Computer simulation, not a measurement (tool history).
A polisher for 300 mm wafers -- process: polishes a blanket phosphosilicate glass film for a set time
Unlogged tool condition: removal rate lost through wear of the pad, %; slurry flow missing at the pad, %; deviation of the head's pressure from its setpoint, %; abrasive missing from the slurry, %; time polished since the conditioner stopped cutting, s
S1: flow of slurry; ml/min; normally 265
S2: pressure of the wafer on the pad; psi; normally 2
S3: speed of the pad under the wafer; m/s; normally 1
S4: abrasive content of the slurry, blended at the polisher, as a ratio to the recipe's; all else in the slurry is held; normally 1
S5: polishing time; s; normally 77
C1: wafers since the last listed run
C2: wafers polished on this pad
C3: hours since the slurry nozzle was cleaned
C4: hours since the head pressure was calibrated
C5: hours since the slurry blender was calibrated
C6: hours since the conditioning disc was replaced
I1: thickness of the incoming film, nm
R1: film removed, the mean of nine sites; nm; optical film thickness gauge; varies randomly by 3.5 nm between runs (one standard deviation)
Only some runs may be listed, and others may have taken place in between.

Run 1, hour 0: usual settings but S5 98 s; C1 0; C2 604; C3 309.4; C4 323; C5 41.6; C6 339.4; I1 3289.3. Result: R1 447.4 nm.
Run 2, hour 19: usual settings but S3 1.2 m/s; C1 160; C2 764; C3 328.4; C4 342; C5 60.6; C6 358.4; I1 3265.2. Result: R1 380.7 nm.
Run 3, hour 40.9: usual settings but S3 1.2 m/s; C1 184; C2 949; C3 350.3; C4 363.9; C5 82.5; C6 380.3; I1 3267.6. Result: R1 382.4 nm.
Run 4, hour 64.2: usual settings but S3 1.2 m/s; C1 196; C2 1145; C3 373.6; C4 387.2; C5 105.8; C6 403.6; I1 3250.6. Result: R1 387 nm.
At hour 78.2: worn pad replaced by a new one.
Run 5, hour 82.6: usual settings; C1 121; C2 37; C3 392; C4 405.6; C5 124.2; C6 422; I1 3273.8. Result: R1 349.5 nm.
Run 6, hour 99.2: usual settings; C1 140; C2 177; C3 408.6; C4 422.2; C5 140.8; C6 438.6; I1 3320.6. Result: R1 351.2 nm.
Run 7, hour 132.9: usual settings; C1 284; C2 461; C3 442.3; C4 455.9; C5 174.5; C6 472.3; I1 3323.5. Result: R1 343.9 nm.
Run 8, hour 166.8: usual settings; C1 286; C2 747; C3 476.2; C4 489.8; C5 208.4; C6 506.2; I1 3307.9. Result: R1 335.2 nm.
Run 9, hour 181.8: usual settings; C1 126; C2 874; C3 491.2; C4 504.8; C5 223.4; C6 521.2; I1 3238.2. Result: R1 335.6 nm.
Run 10, hour 202.9: usual settings; C1 178; C2 1052; C3 512.3; C4 525.9; C5 244.5; C6 542.3; I1 3302.9. Result: R1 335.2 nm.
At hour 228.9: conditioning disc replaced and pad reconditioned.
At hour 240.5: head pressure recalibrated.
At hour 260.4: worn pad replaced by a new one.
At hour 289.9: slurry nozzle cleaned.
Run 11, hour 302: usual settings; C1 760; C2 342; C3 12.1; C4 61.5; C5 343.6; C6 73.1; I1 3302.8. Result: R1 360.3 nm.
Run 12, hour 315.3: usual settings but S4 0.75; C1 112; C2 455; C3 25.4; C4 74.8; C5 356.9; C6 86.4; I1 3255.9. Result: R1 294 nm.
Run 13, hour 328.4: usual settings but S4 0.85, S5 62 s; C1 110; C2 565; C3 38.5; C4 87.9; C5 370; C6 99.5; I1 3346.3. Result: R1 257.4 nm.
Run 14, hour 359.4: usual settings but S1 215 ml/min; C1 261; C2 827; C3 69.5; C4 118.9; C5 401; C6 130.5; I1 3308.4. Result: R1 350.1 nm.
Run 15, hour 378.1: usual settings but S3 1.2 m/s; C1 157; C2 985; C3 88.2; C4 137.6; C5 419.7; C6 149.2; I1 3292.4. Result: R1 394.5 nm.
Run 16, hour 402.1: usual settings but S5 98 s; C1 202; C2 1187; C3 112.2; C4 161.6; C5 443.7; C6 173.2; I1 3252. Result: R1 443.6 nm.
Run 17, hour 414.8: usual settings but S1 170 ml/min, S2 2.5 psi, S4 0.8; C1 107; C2 1294; C3 124.9; C4 174.3; C5 456.4; C6 185.9; I1 3262.1. Result: R1 371.1 nm.
At hour 417.9: slurry blender recalibrated.
Run 18, hour 435.2: usual settings; C1 155; C2 1449; C3 145.3; C4 194.7; C5 17.3; C6 206.3; I1 3327.5. Result: R1 357.2 nm.
At hour 441.4: worn pad replaced by a new one.
Run 19, hour 448.3: usual settings but S3 1.2 m/s; C1 76; C2 57; C3 158.4; C4 207.8; C5 30.4; C6 219.4; I1 3284.7. Result: R1 394.8 nm.
Run 20, hour 498.8: usual settings but S2 2.6 psi; C1 426; C2 483; C3 208.9; C4 258.3; C5 80.9; C6 269.9; I1 3292.1. Result: R1 464.8 nm.
Run 21, hour 529.1: usual settings but S2 1.8 psi, S3 1.18 m/s, S5 57 s; C1 255; C2 739; C3 239.2; C4 288.6; C5 111.2; C6 300.2; I1 3317.7. Result: R1 260.5 nm.
Run 22, hour 563: usual settings but S1 325 ml/min, S3 1.24 m/s, S4 1.2, S5 70 s; C1 286; C2 1025; C3 273.1; C4 322.5; C5 145.1; C6 334.1; I1 3332.1. Result: R1 407.8 nm.
Run 23, hour 584.1: usual settings but S5 93 s; C1 178; C2 1203; C3 294.2; C4 343.6; C5 166.2; C6 355.2; I1 3298.4. Result: R1 421.4 nm.
At hour 597.2: worn pad replaced by a new one.
Run 24, hour 617.2: usual settings but S4 0.9; C1 245; C2 168; C3 327.3; C4 376.7; C5 199.3; C6 388.3; I1 3238.5. Result: R1 332.6 nm.
Run 25, hour 635.3: usual settings; C1 152; C2 321; C3 345.4; C4 394.8; C5 217.4; C6 406.4; I1 3312.4. Result: R1 348.7 nm.
Run 26, hour 657.9: usual settings but S5 62 s; C1 190; C2 511; C3 368; C4 417.4; C5 240; C6 429; I1 3303.1. Result: R1 282.8 nm.
Run 27, hour 690.9: usual settings but S2 1.4 psi, S3 0.84 m/s; C1 278; C2 790; C3 401; C4 450.4; C5 273; C6 462; I1 3270.1. Result: R1 222.5 nm.

Branching from run 27: 3 alternative next runs. What would each branch give?
Run A, hour 691.3: usual settings; C1 3; C2 793; C3 401.4; C4 450.8; C5 273.4; C6 462.4; I1 3240.7. Result: R1 ?.
Run B, hour 691.3: usual settings but S2 2.5 psi, S3 0.68 m/s, S4 0.8, S5 66 s; C1 3; C2 793; C3 401.4; C4 450.8; C5 273.4; C6 462.4; I1 3240.7. Result: R1 ?.
Run C, hour 691.3: usual settings but S4 0.8, S5 67 s; C1 3; C2 793; C3 401.4; C4 450.8; C5 273.4; C6 462.4; I1 3240.7. Result: R1 ?.

run     R1
  A    346
  B  270.9
  C  260.9
What these runs would have given with no unlogged condition in the tool:
run     R1
  A  355.3
  B  278.2
  C  267.9
